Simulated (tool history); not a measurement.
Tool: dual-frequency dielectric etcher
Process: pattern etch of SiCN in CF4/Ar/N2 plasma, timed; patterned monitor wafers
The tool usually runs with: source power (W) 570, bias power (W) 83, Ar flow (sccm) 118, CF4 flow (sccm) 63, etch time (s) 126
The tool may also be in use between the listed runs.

| run | hour | source power (W) | bias power (W) | Ar flow (sccm) | CF4 flow (sccm) | etch time (s) | wafers since the last listed run | hours since the last wet clean | hours since the last source power generator calibration | hours since the last bias power generator calibration | hours since the last Ar flow controller change | hours since the last CF4 flow controller change | hours since the last upper electrode change | hours since the gauge calibration | read-back reference wafer on the same gauge, depth_nm | mean etch depth across the wafer (nm) |
|---|---|---|---|---|---|---|---|---|---|---|---|---|---|---|---|---|
| 1 | 0 | 570 | 83 | 118 | 63 | 126 | 0 | 62.4 | 2225.9 | 4301.9 | 5017 | 3917.8 | 63.9 | 1127.7 | 115 | 128.7 |
| 2 | 43.3 | 570 | 83 | 118 | 63 | 126 | 383 | 105.7 | 2269.2 | 4345.2 | 5060.3 | 3961.1 | 107.2 | 1171 | 115.2 | 129.7 |
| 3 | 67.7 | 570 | 83 | 118 | 63 | 126 | 215 | 130.1 | 2293.6 | 4369.6 | 5084.7 | 3985.5 | 131.6 | 1195.4 | 115.2 | 130.8 |
|  | 90.3 | bias power generator calibrated |
| 4 | 133.3 | 570 | 83 | 118 | 63 | 126 | 545 | 195.7 | 2359.2 | 43 | 5150.3 | 4051.1 | 197.2 | 1261 | 114.7 | 130.6 |
|  | 169.5 | source power generator calibrated |
| 5 | 181.2 | 570 | 83 | 118 | 63 | 126 | 388 | 243.6 | 11.7 | 90.9 | 5198.2 | 4099 | 245.1 | 1308.9 | 114.9 | 131.2 |
| 6 | 230.4 | 570 | 83 | 118 | 63 | 126 | 435 | 292.8 | 60.9 | 140.1 | 5247.4 | 4148.2 | 294.3 | 1358.1 | 114.9 | 131.6 |
| 7 | 266.5 | 650 | 83 | 118 | 63 | 92 | 319 | 328.9 | 97 | 176.2 | 5283.5 | 4184.3 | 330.4 | 1394.2 | 115.1 | 116.1 |
| 8 | 312.8 | 570 | 83 | 118 | 55 | 126 | 409 | 375.2 | 143.3 | 222.5 | 5329.8 | 4230.6 | 376.7 | 1440.5 | 114.9 | 129.4 |
| 9 | 339.9 | 570 | 98 | 118 | 68 | 113 | 239 | 402.3 | 170.4 | 249.6 | 5356.9 | 4257.7 | 403.8 | 1467.6 | 115 | 127.1 |
|  | 355.6 | gauge calibrated |
| 10 | 396.4 | 570 | 63 | 98 | 55 | 111 | 500 | 458.8 | 226.9 | 306.1 | 5413.4 | 4314.2 | 460.3 | 40.8 | 115.1 | 102.1 |
|  | 428 | wet clean of the chamber |
| 11 | 438.5 | 570 | 89 | 118 | 63 | 126 | 160 | 10.5 | 269 | 348.2 | 5455.5 | 4356.3 | 502.4 | 82.9 | 115 | 134.7 |
|  | 460 | CF4 flow controller replaced |
| 12 | 477 | 570 | 63 | 98 | 55 | 111 | 287 | 49 | 307.5 | 386.7 | 5494 | 17 | 540.9 | 121.4 | 115.2 | 101.6 |
|  | 490.2 | Ar flow controller replaced |
| 13 | 523.6 | 570 | 83 | 118 | 55 | 126 | 359 | 95.6 | 354.1 | 433.3 | 33.4 | 63.6 | 587.5 | 168 | 115 | 127.9 |
| 14 | 552.5 | 530 | 83 | 145 | 63 | 162.5 | 255 | 124.5 | 383 | 462.2 | 62.3 | 92.5 | 616.4 | 196.9 | 114.8 | 145.4 |
| 15 | 605.8 | 570 | 95 | 98 | 69 | 126 | 471 | 177.8 | 436.3 | 515.5 | 115.6 | 145.8 | 669.7 | 250.2 | 114.9 | 143.3 |
| 16 | 636.5 | 570 | 89 | 106 | 49 | 92.5 | 271 | 208.5 | 467 | 546.2 | 146.3 | 176.5 | 700.4 | 280.9 | 115.1 | 98.2 |
| 17 | 689.7 | 570 | 72 | 118 | 63 | 126 | 470 | 261.7 | 520.2 | 599.4 | 199.5 | 229.7 | 753.6 | 334.1 | 114.9 | 123.1 |
| 18 | 824.8 | 570 | 83 | 118 | 63 | 126 | 1195 | 396.8 | 655.3 | 734.5 | 334.6 | 364.8 | 888.7 | 469.2 | 114.7 | 131.8 |
| 19 | 885.9 | 570 | 68 | 118 | 70 | 137 | 540 | 457.9 | 716.4 | 795.6 | 395.7 | 425.9 | 949.8 | 530.3 | 115.1 | 130.9 |
|  | 942 | wet clean of the chamber |
| 20 | 942.5 | 470 | 94 | 118 | 52 | 126 | 288 | 0.5 | 773 | 852.2 | 452.3 | 482.5 | 1006.4 | 586.9 | 115.1 | 96.8 |

Some steps in mean etch depth across the wafer (nm) between neighbouring runs. How much of each would the tool show without its hidden state too (settings, what came in, random variation), and how much is left for the hidden state, with any gauge scatter that isn't in both results?
Unlogged tool condition in this case: etch rate over this chamber's usual, %; source power that arrives over what is set, %; bias power that arrives over what is set, %; Ar flow that arrives over what is set, %; CF4 flow that arrives over what is set, %; gauge reads high (%).
Run 10 -> 11: bias power (W) 63 -> 89, Ar flow (sccm) 98 -> 118, CF4 flow (sccm) 55 -> 63, etch time (s) 111 -> 126, wet clean of the chamber. mean etch depth across the wafer (nm) +32.6: hidden state -1.9, all else +34.5.
Run 15 -> 16: bias power (W) 95 -> 89, Ar flow (sccm) 98 -> 106, CF4 flow (sccm) 69 -> 49, etch time (s) 126 -> 92.5. mean etch depth across the wafer (nm) -45.1: hidden state -0.2, all else -44.9.
Run 19 -> 20: source power (W) 570 -> 470, bias power (W) 68 -> 94, CF4 flow (sccm) 70 -> 52, etch time (s) 137 -> 126, wet clean of the chamber. mean etch depth across the wafer (nm) -34.1: hidden state -2.8, all else -31.3.

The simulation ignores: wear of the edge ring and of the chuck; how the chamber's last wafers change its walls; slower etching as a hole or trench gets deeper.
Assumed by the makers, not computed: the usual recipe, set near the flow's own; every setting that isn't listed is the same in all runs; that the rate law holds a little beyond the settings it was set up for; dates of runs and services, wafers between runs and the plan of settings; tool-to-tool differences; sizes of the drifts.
